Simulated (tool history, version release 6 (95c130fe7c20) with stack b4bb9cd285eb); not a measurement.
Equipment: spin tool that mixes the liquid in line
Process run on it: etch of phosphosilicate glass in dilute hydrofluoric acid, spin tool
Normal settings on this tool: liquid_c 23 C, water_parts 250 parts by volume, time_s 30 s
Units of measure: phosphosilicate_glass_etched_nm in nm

run,day,liquid_c,water_parts,time_s,wafers since the last listed run,hours since the thermometer was replaced,hours since the hydrofluoric acid flow meter was replaced,hours since the gauge calibration,"read-back film thickness of the phosphosilicate glass reference wafer, read on the same gauge (nm)",phosphosilicate_glass_etched_nm
1,0,23,250,40,0,1326.1,588.9,194,70.03,19.21
2,1.108,23,250,40,455,1352.7,615.5,220.6,70.02,19.26
# day 1.296: gauge calibrated
3,2.512,23,250,30,577,1386.4,649.2,29.2,70,14.32
4,3.15,23,250,30,262,1401.7,664.5,44.5,69.98,14.28
5,3.758,23,250,30,250,1416.3,679.1,59.1,69.98,14.34
6,4.479,23,250,30,296,1433.6,696.4,76.4,70,14.4
7,5.275,23,250,30,327,1452.7,715.5,95.5,69.99,14.27
8,6.654,23,250,30,567,1485.8,748.6,128.6,70,14.27
# day 6.992: thermometer replaced
9,7.904,23,250,30,497,21.9,778.6,158.6,70.03,14.19
10,8.896,23,250,30,407,45.7,802.4,182.4,70.01,14.55
11,9.804,21.5,330,45,373,67.5,824.2,204.2,70.01,14.26
# day 10.5: gauge calibrated
12,11.096,23,250,30,531,98.5,855.2,14.3,70.01,14.44
13,12.25,26.5,250,30,474,126.2,882.9,42,70,16.32
14,13.133,21,250,30,363,147.4,904.1,63.2,70.01,13.37
15,14.462,23,345,15,546,179.3,936,95.1,70,4.78
# day 14.579: hydrofluoric acid flow meter replaced
16,15.258,26,170,15,310,198.4,16.3,114.2,70.02,12.76
17,15.95,21.5,370,25,284,215,32.9,130.8,70,6.84
18,16.771,20.5,250,50,337,234.7,52.6,150.5,70.02,21.83
19,18.233,23,250,30,601,269.8,87.7,185.6,69.97,14.4

Here are 5 independent what-if runs from the current tool condition. What would each one return?
A,18.25,23,285,30,6,270.2,88.1,186,?,?
B,18.25,23,250,20,6,270.2,88.1,186,?,?
C,18.25,23,345,40,6,270.2,88.1,186,?,?
D,18.25,24.5,365,30,6,270.2,88.1,186,?,?
E,18.25,18,250,30,6,270.2,88.1,186,?,?

run,"read-back film thickness of the phosphosilicate glass reference wafer, read on the same gauge (nm)",phosphosilicate_glass_etched_nm
A,70.01,12.13
B,70.01,9.54
C,70.01,12.62
D,70.01,9.24
E,70.01,11.87
With the hidden condition removed and each run's random variation left untouched, the same runs would have given:
run,phosphosilicate_glass_etched_nm
A,12.13
B,9.54
C,12.62
D,9.24
E,11.87
